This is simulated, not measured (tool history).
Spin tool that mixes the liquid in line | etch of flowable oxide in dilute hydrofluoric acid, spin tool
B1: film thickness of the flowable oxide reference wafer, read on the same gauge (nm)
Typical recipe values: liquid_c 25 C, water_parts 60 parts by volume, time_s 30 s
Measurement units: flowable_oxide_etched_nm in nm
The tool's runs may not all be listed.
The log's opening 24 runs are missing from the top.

{"hour": 300.4, "done": "hydrofluoric acid flow meter replaced"}
{"run": 25, "hour": 331.4, "liquid_c": 28.5, "water_parts": 60, "time_s": 20, "B1": 110.03, "flowable_oxide_etched_nm": 25.08}
{"run": 26, "hour": 345.3, "liquid_c": 25, "water_parts": 60, "time_s": 30, "B1": 110.01, "flowable_oxide_etched_nm": 32.27}
{"run": 27, "hour": 353.4, "liquid_c": 25, "water_parts": 35, "time_s": 30, "B1": 110.01, "flowable_oxide_etched_nm": 57.85}
{"run": 28, "hour": 364.9, "liquid_c": 25, "water_parts": 60, "time_s": 30, "B1": 109.98, "flowable_oxide_etched_nm": 32.46}
{"run": 29, "hour": 382.8, "liquid_c": 29, "water_parts": 60, "time_s": 30, "B1": 109.98, "flowable_oxide_etched_nm": 37.64}
{"run": 30, "hour": 389.0, "liquid_c": 26.5, "water_parts": 90, "time_s": 20, "B1": 109.97, "flowable_oxide_etched_nm": 14.74}
{"run": 31, "hour": 396.9, "liquid_c": 27, "water_parts": 60, "time_s": 30, "B1": 110, "flowable_oxide_etched_nm": 34.92}
{"run": 32, "hour": 413.6, "liquid_c": 23, "water_parts": 40, "time_s": 15, "B1": 110.01, "flowable_oxide_etched_nm": 22.79}
{"run": 33, "hour": 427.4, "liquid_c": 25, "water_parts": 35, "time_s": 20, "B1": 110.01, "flowable_oxide_etched_nm": 38.22}

Predict each of these 5 candidate next runs independently; none follows another, all start after run 33:
{"run": "A", "hour": 427.8, "liquid_c": 21, "water_parts": 60, "time_s": 30, "B1": "?", "flowable_oxide_etched_nm": "?"}
{"run": "B", "hour": 427.8, "liquid_c": 23.5, "water_parts": 90, "time_s": 20, "B1": "?", "flowable_oxide_etched_nm": "?"}
{"run": "C", "hour": 427.8, "liquid_c": 22.5, "water_parts": 50, "time_s": 15, "B1": "?", "flowable_oxide_etched_nm": "?"}
{"run": "D", "hour": 427.8, "liquid_c": 29, "water_parts": 70, "time_s": 30, "B1": "?", "flowable_oxide_etched_nm": "?"}
{"run": "E", "hour": 427.8, "liquid_c": 25, "water_parts": 80, "time_s": 30, "B1": "?", "flowable_oxide_etched_nm": "?"}

run=A B1=110.04 flowable_oxide_etched_nm=27.39
run=B B1=110.04 flowable_oxide_etched_nm=13.01
run=C B1=110.04 flowable_oxide_etched_nm=17.72
run=D B1=110.04 flowable_oxide_etched_nm=32.03
run=E B1=110.04 flowable_oxide_etched_nm=23.61
The same runs, with their run-to-run variation unchanged, on a tool lacking any hidden condition would have given:
run=A flowable_oxide_etched_nm=28.27
run=B flowable_oxide_etched_nm=13.42
run=C flowable_oxide_etched_nm=18.29
run=D flowable_oxide_etched_nm=33.02
run=E flowable_oxide_etched_nm=24.35
